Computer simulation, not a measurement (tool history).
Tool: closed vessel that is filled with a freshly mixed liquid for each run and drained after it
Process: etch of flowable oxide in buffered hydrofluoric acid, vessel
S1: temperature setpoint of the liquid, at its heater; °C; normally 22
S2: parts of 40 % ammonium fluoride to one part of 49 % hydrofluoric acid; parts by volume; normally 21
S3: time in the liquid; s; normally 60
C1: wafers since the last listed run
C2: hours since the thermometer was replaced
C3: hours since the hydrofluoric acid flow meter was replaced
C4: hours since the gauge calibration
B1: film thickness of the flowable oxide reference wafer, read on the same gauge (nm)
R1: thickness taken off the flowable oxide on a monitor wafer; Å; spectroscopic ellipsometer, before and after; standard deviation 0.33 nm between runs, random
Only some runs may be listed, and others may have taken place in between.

Run 1, hour 0: usual settings; C1 0; C2 579.6; C3 507.3; C4 47.7; B1 80.03. Result: R1 750 Å.
Run 2, hour 25.4: usual settings; C1 3029; C2 605; C3 532.7; C4 73.1; B1 80.01. Result: R1 751.3 Å.
Run 3, hour 54.4: usual settings; C1 3458; C2 634; C3 561.7; C4 102.1; B1 79.99. Result: R1 757.1 Å.
Run 4, hour 111.8: usual settings; C1 6845; C2 691.4; C3 619.1; C4 159.5; B1 80.01. Result: R1 758.9 Å.
Run 5, hour 146.3: usual settings; C1 4114; C2 725.9; C3 653.6; C4 194; B1 79.97. Result: R1 760.5 Å.
Run 6, hour 203.7: usual settings; C1 6845; C2 783.3; C3 711; C4 251.4; B1 80.01. Result: R1 760 Å.
Run 7, hour 235.8: usual settings; C1 3828; C2 815.4; C3 743.1; C4 283.5; B1 79.99. Result: R1 758.5 Å.
Run 8, hour 290: usual settings; C1 6464; C2 869.6; C3 797.3; C4 337.7; B1 79.97. Result: R1 767.1 Å.
Run 9, hour 355.8: usual settings but S2 15 parts by volume; C1 7847; C2 935.4; C3 863.1; C4 403.5; B1 80.03. Result: R1 1067.4 Å.
Run 10, hour 403.7: usual settings but S2 15 parts by volume; C1 5712; C2 983.3; C3 911; C4 451.4; B1 80.03. Result: R1 1071.9 Å.
Run 11, hour 443.6: usual settings but S1 25 °C, S3 80 s; C1 4758; C2 1023.2; C3 950.9; C4 491.3; B1 80.03. Result: R1 1217.2 Å.
At hour 475.7: thermometer replaced.
At hour 501.2: hydrofluoric acid flow meter replaced.
Run 12, hour 504: usual settings but S1 20.5 °C, S2 18 parts by volume, S3 75 s; C1 6964; C2 28.3; C3 2.8; C4 551.7; B1 79.95. Result: R1 978 Å.
Run 13, hour 560.6: usual settings but S2 13.5 parts by volume; C1 6750; C2 84.9; C3 59.4; C4 608.3; B1 79.94. Result: R1 1130.5 Å.
Run 14, hour 600.6: usual settings but S1 17 °C; C1 4770; C2 124.9; C3 99.4; C4 648.3; B1 80.01. Result: R1 556.8 Å.
At hour 673.9: gauge calibrated.
Run 15, hour 787.9: usual settings but S1 23.5 °C, S2 17 parts by volume, S3 35 s; C1 22337; C2 312.2; C3 286.7; C4 114; B1 80.01. Result: R1 579.3 Å.
Run 16, hour 835.1: usual settings; C1 5629; C2 359.4; C3 333.9; C4 161.2; B1 79.99. Result: R1 741.6 Å.
Run 17, hour 867.1: usual settings; C1 3816; C2 391.4; C3 365.9; C4 193.2; B1 79.99. Result: R1 742.3 Å.
Run 18, hour 908.5: usual settings; C1 4937; C2 432.8; C3 407.3; C4 234.6; B1 80.02. Result: R1 745.4 Å.
Run 19, hour 932.6: usual settings but S2 17 parts by volume, S3 45 s; C1 2874; C2 456.9; C3 431.4; C4 258.7; B1 79.96. Result: R1 684 Å.

The next listed run, before its measurement:
Run 20, hour 989.1: usual settings; C1 6738; C2 513.4; C3 487.9; C4 315.2; B1 ?. Result: R1 ?.

B1: 79.98
R1: 745.7 Å
Minus the tool's unlogged condition, the same run would have read R1 731.6 Å.
